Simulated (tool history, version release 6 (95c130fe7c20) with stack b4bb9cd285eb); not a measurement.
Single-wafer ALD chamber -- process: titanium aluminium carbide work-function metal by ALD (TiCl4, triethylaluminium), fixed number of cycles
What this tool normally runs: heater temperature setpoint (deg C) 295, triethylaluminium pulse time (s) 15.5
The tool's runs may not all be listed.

| run | hour | heater temperature setpoint (deg C) | triethylaluminium pulse time (s) | read-back reference wafer on the same gauge, thickness_nm | mean film thickness on the monitor wafer (Å) |
|---|---|---|---|---|---|
| 1 | 0 | 295 | 15.5 | 2.101 | 21.36 |
| 2 | 25.3 | 295 | 15.5 | 2.099 | 21.44 |
| 3 | 70.3 | 295 | 15.5 | 2.101 | 21.47 |
| 4 | 113.7 | 295 | 15.5 | 2.101 | 21.4 |
|  | 158.3 | showerhead replaced |
| 5 | 159.2 | 295 | 15.5 | 2.102 | 21.42 |
|  | 206.5 | triethylaluminium bottle replaced |
| 6 | 216.8 | 295 | 15.5 | 2.102 | 21.61 |
| 7 | 265.3 | 295 | 15.5 | 2.099 | 21.69 |
|  | 303.8 | gauge calibrated |
| 8 | 307.1 | 295 | 15.5 | 2.098 | 21.74 |
| 9 | 349.2 | 289 | 15.5 | 2.103 | 21.03 |
| 10 | 408.6 | 289 | 15.5 | 2.101 | 21.06 |
| 11 | 440.1 | 289 | 15.5 | 2.099 | 21.1 |
| 12 | 471 | 295 | 20.38 | 2.097 | 21.87 |
| 13 | 520.6 | 295 | 21.18 | 2.099 | 21.83 |
| 14 | 560.8 | 295 | 15.5 | 2.101 | 21.72 |
| 15 | 657.8 | 285 | 10.03 | 2.099 | 20.38 |
|  | 684.1 | thermocouple changed; heater temperature recalibrated |
| 16 | 686.2 | 304 | 10.9 | 2.1 | 21.9 |
| 17 | 746.1 | 288 | 20 | 2.098 | 20.59 |
| 18 | 770.2 | 308 | 15.5 | 2.1 | 22.52 |
| 19 | 837 | 295 | 15.5 | 2.099 | 21.2 |
| 20 | 873.7 | 281 | 19.59 | 2.101 | 19.8 |
| 21 | 912.7 | 295 | 13.02 | 2.1 | 21.03 |
|  | 984.2 | triethylaluminium bottle replaced |
| 22 | 1117.8 | 295 | 20.17 | 2.097 | 21.38 |
| 23 | 1167.1 | 302 | 12.25 | 2.102 | 21.97 |
| 24 | 1238 | 308 | 21.27 | 2.1 | 22.83 |
| 25 | 1265.6 | 301 | 11.57 | 2.097 | 21.78 |
| 26 | 1334.7 | 285 | 12.84 | 2.099 | 20.21 |
| 27 | 1381.3 | 295 | 15.5 | 2.098 | 21.39 |
| 28 | 1453.1 | 295 | 15.5 | 2.101 | 21.41 |
| 29 | 1522.3 | 295 | 18.52 | 2.101 | 21.44 |
| 30 | 1585.1 | 295 | 15.5 | 2.099 | 21.3 |
| 31 | 1615.2 | 310 | 10.33 | 2.098 | 22.59 |
| 32 | 1640.2 | 303 | 15.5 | 2.101 | 22.23 |
| 33 | 1674.5 | 295 | 15.5 | 2.099 | 21.36 |

Below are 4 alternative next runs, each starting from the tool's condition after run 33. Predict each:
| A | 1674.9 | 295 | 15.5 | ? | ? |
| B | 1674.9 | 304 | 9.58 | ? | ? |
| C | 1674.9 | 290 | 12.9 | ? | ? |
| D | 1674.9 | 289 | 18.54 | ? | ? |

| run | read-back reference wafer on the same gauge, thickness_nm | mean film thickness on the monitor wafer (Å) |
|---|---|---|
| A | 2.1 | 21.37 |
| B | 2.1 | 21.9 |
| C | 2.1 | 20.73 |
| D | 2.1 | 20.84 |
Had the tool no hidden state, the same runs would have come out as:
| run | mean film thickness on the monitor wafer (Å) |
|---|---|
| A | 21.28 |
| B | 22.01 |
| C | 20.7 |
| D | 20.7 |
